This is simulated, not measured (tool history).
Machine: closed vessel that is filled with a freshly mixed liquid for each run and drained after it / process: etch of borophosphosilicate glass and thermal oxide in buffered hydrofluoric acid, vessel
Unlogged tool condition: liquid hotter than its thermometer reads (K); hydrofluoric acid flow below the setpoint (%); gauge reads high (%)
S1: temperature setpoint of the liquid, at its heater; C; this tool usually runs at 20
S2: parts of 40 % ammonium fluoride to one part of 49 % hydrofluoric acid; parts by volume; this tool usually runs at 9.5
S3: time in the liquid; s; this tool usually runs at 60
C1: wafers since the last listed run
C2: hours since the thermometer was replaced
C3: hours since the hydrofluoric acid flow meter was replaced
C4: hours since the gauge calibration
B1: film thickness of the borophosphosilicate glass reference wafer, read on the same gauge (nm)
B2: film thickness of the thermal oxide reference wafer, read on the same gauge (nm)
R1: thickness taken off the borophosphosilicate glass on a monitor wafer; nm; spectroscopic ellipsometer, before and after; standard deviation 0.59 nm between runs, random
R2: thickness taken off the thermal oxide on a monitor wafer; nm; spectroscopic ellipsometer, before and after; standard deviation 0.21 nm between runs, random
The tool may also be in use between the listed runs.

run 1 hour=0 | S1=20 S2=9.5 S3=60 | C1=0 C2=2007.9 C3=409.6 C4=1418 | B1=59.98 B2=80 | R1=65.83 R2=56.31
run 2 hour=30.7 | S1=20 S2=9.5 S3=60 | C1=4498 C2=2038.6 C3=440.3 C4=1448.7 | B1=60 B2=80.02 | R1=65.8 R2=55.81
run 3 hour=81 | S1=20 S2=9.5 S3=80 | C1=7369 C2=2088.9 C3=490.6 C4=1499 | B1=60.01 B2=79.99 | R1=85.59 R2=73.9
run 4 hour=130.8 | S1=20 S2=9.5 S3=60 | C1=7296 C2=2138.7 C3=540.4 C4=1548.8 | B1=60 B2=80.02 | R1=65.9 R2=54.96
run 5 hour=167.4 | S1=20 S2=9.5 S3=60 | C1=5362 C2=2175.3 C3=577 C4=1585.4 | B1=60 B2=80 | R1=64.74 R2=54.66
run 6 hour=207 | S1=23 S2=9.5 S3=35 | C1=5802 C2=2214.9 C3=616.6 C4=1625 | B1=60 B2=80 | R1=44.26 R2=37.24
run 7 hour=243.4 | S1=20 S2=6.5 S3=35 | C1=5333 C2=2251.3 C3=653 C4=1661.4 | B1=60 B2=80 | R1=53.65 R2=45.18
run 8 hour=303.8 | S1=17.5 S2=10.5 S3=50 | C1=8849 C2=2311.7 C3=713.4 C4=1721.8 | B1=59.99 B2=80.01 | R1=40.91 R2=34.93
-- hour=336.1 hydrofluoric acid flow meter replaced
run 9 hour=352.2 | S1=24 S2=9.5 S3=60 | C1=6945 C2=2360.1 C3=16.1 C4=1770.2 | B1=60.02 B2=80 | R1=86.33 R2=73.55
-- hour=379.4 gauge calibrated
run 10 hour=391.5 | S1=23 S2=9.5 S3=60 | C1=5758 C2=2399.4 C3=55.4 C4=12.1 | B1=59.99 B2=80.02 | R1=82.43 R2=69.5
run 11 hour=422.8 | S1=17.5 S2=9.5 S3=60 | C1=4586 C2=2430.7 C3=86.7 C4=43.4 | B1=60.01 B2=80.01 | R1=61.06 R2=51.45
run 12 hour=458.2 | S1=23 S2=9.5 S3=35 | C1=5186 C2=2466.1 C3=122.1 C4=78.8 | B1=59.99 B2=79.99 | R1=47.88 R2=40.71
run 13 hour=484.2 | S1=21.5 S2=6.5 S3=80 | C1=3809 C2=2492.1 C3=148.1 C4=104.8 | B1=60.01 B2=80 | R1=144.36 R2=121.5
run 14 hour=594.8 | S1=17 S2=11.5 S3=60 | C1=16205 C2=2602.7 C3=258.7 C4=215.4 | B1=60.02 B2=80.01 | R1=48.81 R2=40.49
run 15 hour=634.1 | S1=17 S2=9.5 S3=35 | C1=5758 C2=2642 C3=298 C4=254.7 | B1=60.01 B2=80 | R1=33.68 R2=28.25
-- hour=646 thermometer replaced
run 16 hour=664.7 | S1=20 S2=9.5 S3=60 | C1=4336 C2=18.7 C3=328.6 C4=285.3 | B1=59.98 B2=80.03 | R1=62.04 R2=51.44
run 17 hour=721 | S1=18.5 S2=11 S3=60 | C1=8249 C2=75 C3=384.9 C4=341.6 | B1=59.99 B2=79.99 | R1=49.09 R2=41.1
run 18 hour=759.4 | S1=20 S2=9.5 S3=75 | C1=5626 C2=113.4 C3=423.3 C4=380 | B1=59.97 B2=79.97 | R1=74.36 R2=63.83
run 19 hour=786.9 | S1=17 S2=12.5 S3=70 | C1=4029 C2=140.9 C3=450.8 C4=407.5 | B1=60 B2=79.99 | R1=46.17 R2=38.29
run 20 hour=816 | S1=20 S2=9.5 S3=60 | C1=4263 C2=170 C3=479.9 C4=436.6 | B1=60.02 B2=80 | R1=60.27 R2=50.17
run 21 hour=877.5 | S1=20 S2=9.5 S3=60 | C1=9010 C2=231.5 C3=541.4 C4=498.1 | B1=59.99 B2=80.01 | R1=60.56 R2=49.74
run 22 hour=904.6 | S1=20 S2=11 S3=50 | C1=3970 C2=258.6 C3=568.5 C4=525.2 | B1=59.96 B2=79.99 | R1=42.47 R2=36.1
run 23 hour=937 | S1=20 S2=9.5 S3=60 | C1=4747 C2=291 C3=600.9 C4=557.6 | B1=60 B2=80 | R1=58.36 R2=49.85
-- hour=1003.2 hydrofluoric acid flow meter replaced
run 24 hour=1008 | S1=21.5 S2=7 S3=80 | C1=10256 C2=362 C3=4.8 C4=628.6 | B1=60.02 B2=80.02 | R1=128.25 R2=109.8
run 25 hour=1055.5 | S1=20 S2=9.5 S3=60 | C1=6959 C2=409.5 C3=52.3 C4=676.1 | B1=60.01 B2=80 | R1=65.5 R2=55.37

Run-by-run hidden state of the tool:
gauge reads high (%): 0 in every run
H1: liquid hotter than its thermometer reads (K)
H2: hydrofluoric acid flow below the setpoint (%)
run=1 H1=1.48 H2=7.66
run=2 H1=1.5 H2=8.19
run=3 H1=1.54 H2=9.07
run=4 H1=1.57 H2=9.94
run=5 H1=1.59 H2=10.6
run=6 H1=1.62 H2=11.3
run=7 H1=1.64 H2=11.9
run=8 H1=1.68 H2=13
run=9 H1=1.71 H2=2.71
run=10 H1=1.74 H2=3.4
run=11 H1=1.76 H2=3.94
run=12 H1=1.78 H2=4.56
run=13 H1=1.8 H2=5.01
run=14 H1=1.87 H2=6.94
run=15 H1=1.89 H2=7.63
run=16 H1=0.098 H2=8.16
run=17 H1=0.134 H2=9.14
run=18 H1=0.159 H2=9.81
run=19 H1=0.177 H2=10.3
run=20 H1=0.196 H2=10.8
run=21 H1=0.235 H2=11.9
run=22 H1=0.253 H2=12.3
run=23 H1=0.274 H2=12.9
run=24 H1=0.32 H2=0.229
run=25 H1=0.35 H2=1.06

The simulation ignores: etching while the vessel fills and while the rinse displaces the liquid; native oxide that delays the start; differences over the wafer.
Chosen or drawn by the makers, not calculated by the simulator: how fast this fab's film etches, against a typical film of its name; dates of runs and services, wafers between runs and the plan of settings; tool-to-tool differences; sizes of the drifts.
